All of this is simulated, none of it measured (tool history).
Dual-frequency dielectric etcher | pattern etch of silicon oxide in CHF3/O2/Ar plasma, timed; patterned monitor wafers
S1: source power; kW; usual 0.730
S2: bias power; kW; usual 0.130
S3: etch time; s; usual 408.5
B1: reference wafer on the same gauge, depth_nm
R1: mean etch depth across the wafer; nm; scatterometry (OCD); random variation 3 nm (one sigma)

run	hour	S1	S2	S3	B1	R1
1	0.0	0.730	0.130	408.5	813.9	800.2
2	36.7	0.730	0.130	474.5	814.6	935.4
# hour 75.7: wet clean of the chamber
3	76.2	0.730	0.130	474.5	815.6	914.1
# hour 109.4: upper electrode replaced
4	154.6	0.730	0.130	408.5	815.0	789.5
5	213.7	0.730	0.130	408.5	815.7	794.1
# hour 228.4: gauge calibrated
# hour 247.2: bias power generator calibrated
6	273.0	0.730	0.130	408.5	815.5	794.5
7	297.4	0.730	0.122	408.5	814.4	771.8
8	330.0	0.730	0.122	408.5	815.7	773.1
9	373.6	0.730	0.130	408.5	814.1	799.8
10	408.5	0.730	0.130	408.5	815.4	805.7
11	444.5	0.730	0.145	408.5	814.3	848.8
12	470.5	0.730	0.138	408.5	815.5	826.7
# hour 511.4: wet clean of the chamber
13	534.2	0.730	0.130	408.5	815.7	784.0
14	608.0	0.730	0.144	306.5	815.5	621.5
15	662.6	0.730	0.130	408.5	814.5	797.6
16	704.4	0.730	0.130	364.5	814.2	706.0
17	770.3	0.730	0.130	408.5	815.0	801.2
# hour 817.6: source power generator calibrated
18	839.4	0.560	0.130	377.5	815.3	617.0
19	905.3	0.730	0.130	474.5	815.2	945.2
# hour 954.4: wet clean of the chamber
20	973.7	0.650	0.115	358.5	815.0	607.9
21	1020.4	0.570	0.121	446.5	814.4	704.3
22	1077.4	0.730	0.130	305.5	815.3	591.1

Forecast run 23:
23	1142.7	0.730	0.120	408.5	?	?

{"run 23": {"B1": 814.8, "R1": 770.1}}
Without the tool's hidden state the same run would have given R1 762.4 nm.

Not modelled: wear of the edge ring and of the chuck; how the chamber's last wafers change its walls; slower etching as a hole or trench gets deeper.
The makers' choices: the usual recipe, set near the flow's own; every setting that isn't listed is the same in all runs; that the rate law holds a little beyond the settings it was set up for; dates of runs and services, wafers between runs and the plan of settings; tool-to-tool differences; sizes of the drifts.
